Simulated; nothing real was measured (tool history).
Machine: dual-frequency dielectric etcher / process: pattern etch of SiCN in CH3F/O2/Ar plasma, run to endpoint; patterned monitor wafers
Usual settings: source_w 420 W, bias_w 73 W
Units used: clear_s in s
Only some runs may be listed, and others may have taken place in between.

| run | day | source_w | bias_w | incoming incoming film thickness, nm | clear_s |
|---|---|---|---|---|---|
| 1 | 0.000 | 420 | 73 | 10.77 | 27.3 |
| 2 | 2.450 | 420 | 73 | 10.76 | 27.4 |
| 3 | 3.838 | 420 | 73 | 10.83 | 27.1 |
| 4 | 4.917 | 420 | 73 | 10.73 | 27.0 |
| 5 | 5.554 | 420 | 73 | 10.80 | 27.2 |
| 6 | 6.392 | 420 | 73 | 10.79 | 27.4 |
| 7 | 7.642 | 420 | 73 | 10.75 | 27.3 |
| 8 | 8.204 | 420 | 73 | 10.74 | 27.3 |
|  | 9.329 | bias power generator calibrated |
| 9 | 9.429 | 390 | 84 | 10.72 | 26.9 |
|  | 11.496 | wet clean of the chamber |
| 10 | 11.517 | 390 | 84 | 10.94 | 27.1 |
| 11 | 11.725 | 390 | 84 | 10.85 | 27.1 |
| 12 | 12.462 | 420 | 73 | 10.76 | 27.1 |
| 13 | 13.112 | 420 | 73 | 10.78 | 27.2 |
| 14 | 14.250 | 420 | 73 | 10.76 | 27.4 |
|  | 15.588 | upper electrode replaced |
| 15 | 15.608 | 420 | 73 | 10.75 | 27.3 |
| 16 | 15.800 | 420 | 73 | 10.72 | 27.4 |
| 17 | 16.517 | 420 | 73 | 10.70 | 27.0 |
| 18 | 17.796 | 450 | 66 | 10.81 | 27.0 |
| 19 | 18.621 | 460 | 68 | 10.70 | 26.5 |
| 20 | 19.246 | 490 | 85 | 10.80 | 24.1 |
| 21 | 20.721 | 420 | 73 | 10.74 | 27.0 |
| 22 | 21.483 | 340 | 89 | 10.81 | 28.8 |
| 23 | 22.079 | 480 | 83 | 10.75 | 24.3 |
| 24 | 23.088 | 420 | 73 | 10.76 | 27.1 |
| 25 | 24.167 | 420 | 73 | 10.74 | 27.3 |
|  | 24.967 | source power generator calibrated |
|  | 25.683 | wet clean of the chamber |
| 26 | 26.758 | 360 | 85 | 10.62 | 27.4 |
| 27 | 27.375 | 450 | 59 | 10.73 | 28.2 |
| 28 | 28.150 | 350 | 67 | 10.80 | 31.5 |
| 29 | 29.183 | 330 | 80 | 10.75 | 30.2 |
| 30 | 29.771 | 360 | 73 | 10.78 | 29.8 |
| 31 | 30.333 | 420 | 73 | 10.90 | 27.7 |
| 32 | 30.996 | 520 | 56 | 10.89 | 27.1 |
| 33 | 31.588 | 360 | 87 | 10.83 | 28.0 |
| 34 | 32.738 | 460 | 83 | 10.75 | 24.7 |
| 35 | 33.554 | 490 | 73 | 10.87 | 25.5 |
| 36 | 34.525 | 420 | 73 | 10.81 | 27.5 |

3 ways to go on from here, each from the tool as it stands after run 36. What would each give?
| A | 34.542 | 450 | 73 | 10.77 | ? |
| B | 34.542 | 510 | 88 | 10.77 | ? |
| C | 34.542 | 390 | 73 | 10.77 | ? |

| run | clear_s |
|---|---|
| A | 26.3 |
| B | 23.1 |
| C | 28.4 |
Without the tool's hidden state the same runs would have given:
| run | clear_s |
|---|---|
| A | 26.3 |
| B | 23.1 |
| C | 28.4 |
